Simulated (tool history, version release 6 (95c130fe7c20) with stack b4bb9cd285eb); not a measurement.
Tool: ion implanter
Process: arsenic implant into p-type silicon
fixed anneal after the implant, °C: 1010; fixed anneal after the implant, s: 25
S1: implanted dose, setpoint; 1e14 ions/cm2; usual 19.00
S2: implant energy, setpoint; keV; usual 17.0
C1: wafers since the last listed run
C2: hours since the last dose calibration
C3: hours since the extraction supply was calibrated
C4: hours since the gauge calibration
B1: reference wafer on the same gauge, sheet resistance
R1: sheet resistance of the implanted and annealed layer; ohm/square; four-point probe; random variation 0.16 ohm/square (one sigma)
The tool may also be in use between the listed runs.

run,day,S1,S2,C1,C2,C3,C4,B1,R1
1,0.000,19.00,17.0,0,800.8,2540.0,223.8,101.02,107.05
2,0.512,19.00,17.0,240,813.1,2552.3,236.1,101.00,106.99
3,1.117,19.00,17.0,283,827.6,2566.8,250.6,101.01,107.16
4,1.446,19.00,17.0,154,835.5,2574.7,258.5,101.01,106.77
5,1.767,19.00,17.0,150,843.2,2582.4,266.2,101.00,106.94
6,2.454,17.40,17.0,322,859.7,2598.9,282.7,101.01,109.27
7,2.867,17.40,17.0,193,869.6,2608.8,292.6,100.98,109.27
# day 3.229: Faraday cup replaced and dose calibrated
8,3.300,19.00,17.0,46,1.7,2619.2,303.0,101.05,108.66
9,3.717,19.00,17.0,195,11.7,2629.2,313.0,100.97,108.37
10,4.404,19.00,17.0,322,28.2,2645.7,329.5,101.02,107.90
11,4.900,19.00,20.0,232,40.1,2657.6,341.4,101.03,103.44
12,5.442,19.00,20.0,253,53.1,2670.6,354.4,101.01,103.75
13,6.046,19.00,20.0,283,67.6,2685.1,368.9,101.03,103.94
# day 6.425: gauge calibrated
# day 6.900: extraction supply calibrated
14,6.921,19.00,12.5,253,88.6,0.5,11.9,100.99,114.85
15,6.933,19.00,17.0,5,88.9,0.8,12.2,100.97,108.19
16,7.521,15.78,19.5,275,103.0,14.9,26.3,100.98,109.82
17,8.117,24.41,19.5,279,117.3,29.2,40.6,101.03,99.26
18,8.838,19.00,17.0,337,134.6,46.5,57.9,100.98,108.13
19,9.088,15.34,11.5,117,140.6,52.5,63.9,101.02,122.72
20,9.683,16.71,12.5,279,154.9,66.8,78.2,100.99,118.76
21,10.121,15.64,21.5,205,165.4,77.3,88.7,100.97,107.27
22,10.762,19.00,17.0,300,180.8,92.7,104.1,100.99,108.06
23,11.800,19.00,14.5,486,205.7,117.6,129.0,100.95,111.52
24,12.329,17.10,17.0,248,218.4,130.3,141.7,101.02,110.31
25,12.958,21.57,13.5,294,233.5,145.4,156.8,101.03,110.88
26,13.675,20.78,22.5,335,250.7,162.6,174.0,100.97,97.75
27,14.092,19.00,20.0,195,260.7,172.6,184.0,101.02,103.43
28,15.383,20.66,20.5,605,291.7,203.6,215.0,101.03,100.91
29,15.938,22.08,12.5,259,305.0,216.9,228.3,101.01,111.57
30,16.196,15.37,20.0,121,311.2,223.1,234.5,100.97,109.87
31,16.475,14.56,11.0,130,317.9,229.8,241.2,101.01,125.25
32,17.012,19.00,13.0,251,330.8,242.7,254.1,101.02,114.05
33,17.312,19.00,17.0,140,338.0,249.9,261.3,101.01,107.81
34,17.625,19.00,17.0,146,345.5,257.4,268.8,100.99,107.96
35,18.112,16.92,18.5,228,357.2,269.1,280.5,100.97,108.48
36,18.817,17.31,18.5,330,374.1,286.0,297.4,101.03,108.09

What the log doesn't show, run by run:
deviation of the true energy from its setpoint, %: 0 in every run
gauge reads high (%): 0 in every run
H1: deviation of the true dose from the Faraday cup's reading, %
run,H1
1,4.28
2,4.34
3,4.41
4,4.45
5,4.49
6,4.57
7,4.62
8,-0.668
9,-0.617
10,-0.534
11,-0.474
12,-0.409
13,-0.336
14,-0.23
15,-0.228
16,-0.157
17,-0.0851
18,0.00208
19,0.0323
20,0.104
21,0.157
22,0.235
23,0.36
24,0.424
25,0.5
26,0.587
27,0.637
28,0.794
29,0.861
30,0.892
31,0.926
32,0.991
33,1.03
34,1.06
35,1.12
36,1.21
